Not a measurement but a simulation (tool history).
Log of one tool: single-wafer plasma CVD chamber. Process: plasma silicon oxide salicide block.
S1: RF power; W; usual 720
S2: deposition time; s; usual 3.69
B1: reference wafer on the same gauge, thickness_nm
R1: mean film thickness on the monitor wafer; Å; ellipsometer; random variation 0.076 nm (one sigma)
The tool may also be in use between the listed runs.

run	day	S1	S2	B1	R1
1	0.000	720	3.69	30.582	371.33
2	1.146	720	3.69	30.588	370.07
3	1.983	720	3.45	30.610	348.25
4	3.442	720	3.24	30.607	325.25
5	7.896	720	3.24	30.610	324.50
6	9.362	720	3.24	30.602	324.11
7	10.017	720	3.27	30.608	328.16
8	11.242	720	3.69	30.593	369.82
9	12.538	720	3.69	30.586	369.63
10	13.338	835	3.69	30.610	379.99
11	14.450	835	3.69	30.600	379.80
12	15.200	835	3.69	30.568	380.42
13	15.825	720	3.32	30.597	331.71
14	16.771	720	3.32	30.603	332.15
15	17.942	720	3.32	30.595	331.52
16	18.504	720	4.18	30.598	418.52
# day 18.996: gauge calibrated
17	19.354	680	3.69	30.613	364.35
# day 20.842: RF generator calibrated
18	20.862	680	3.69	30.624	361.96
19	21.925	720	3.69	30.592	364.91
20	22.429	720	3.69	30.623	365.83
21	23.325	610	3.69	30.588	354.49
22	24.058	670	4.29	30.588	418.58
# day 24.621: showerhead replaced
23	25.508	590	4.25	30.599	406.52
24	26.662	605	4.29	30.634	411.54
25	27.733	785	3.69	30.623	371.59
26	28.475	720	3.69	30.596	366.75
27	29.554	720	3.23	30.622	320.49
28	30.100	675	4.32	30.612	423.18
# day 31.367: RF generator calibrated, repeated, since the last time left the tool worse
29	31.475	775	3.36	30.589	343.97
30	32.283	600	4.39	30.590	427.49
31	33.150	840	4.11	30.586	429.89
32	34.492	655	3.41	30.592	339.07
33	35.062	595	3.69	30.617	359.92
34	37.746	720	3.69	30.602	371.28
35	38.475	635	4.28	30.572	421.43
36	39.492	590	3.16	30.604	306.77
37	40.600	720	3.69	30.614	371.68
38	41.175	720	3.69	30.605	371.58
39	44.292	610	4.22	30.602	413.13
40	45.454	720	3.22	30.591	324.73
41	46.650	720	4.08	30.606	412.81
42	47.417	810	4.11	30.609	423.34
43	48.671	720	3.69	30.597	371.27

The tool's hidden state at each run:
gauge reads high (%): 0 in every run
H1: delivered RF power above the setpoint (%)
run	H1
1	-3.5
2	-3.65
3	-3.77
4	-3.98
5	-4.67
6	-4.92
7	-5.03
8	-5.25
9	-5.48
10	-5.63
11	-5.84
12	-5.99
13	-6.11
14	-6.3
15	-6.54
16	-6.65
17	-6.83
18	-10.2
19	-10.2
20	-10.2
21	-10.2
22	-10.2
23	-10.2
24	-10.2
25	-10.3
26	-10.3
27	-10.3
28	-10.4
29	-0.681
30	-0.682
31	-0.687
32	-0.701
33	-0.709
34	-0.764
35	-0.784
36	-0.815
37	-0.855
38	-0.877
39	-1.02
40	-1.09
41	-1.16
42	-1.21
43	-1.29
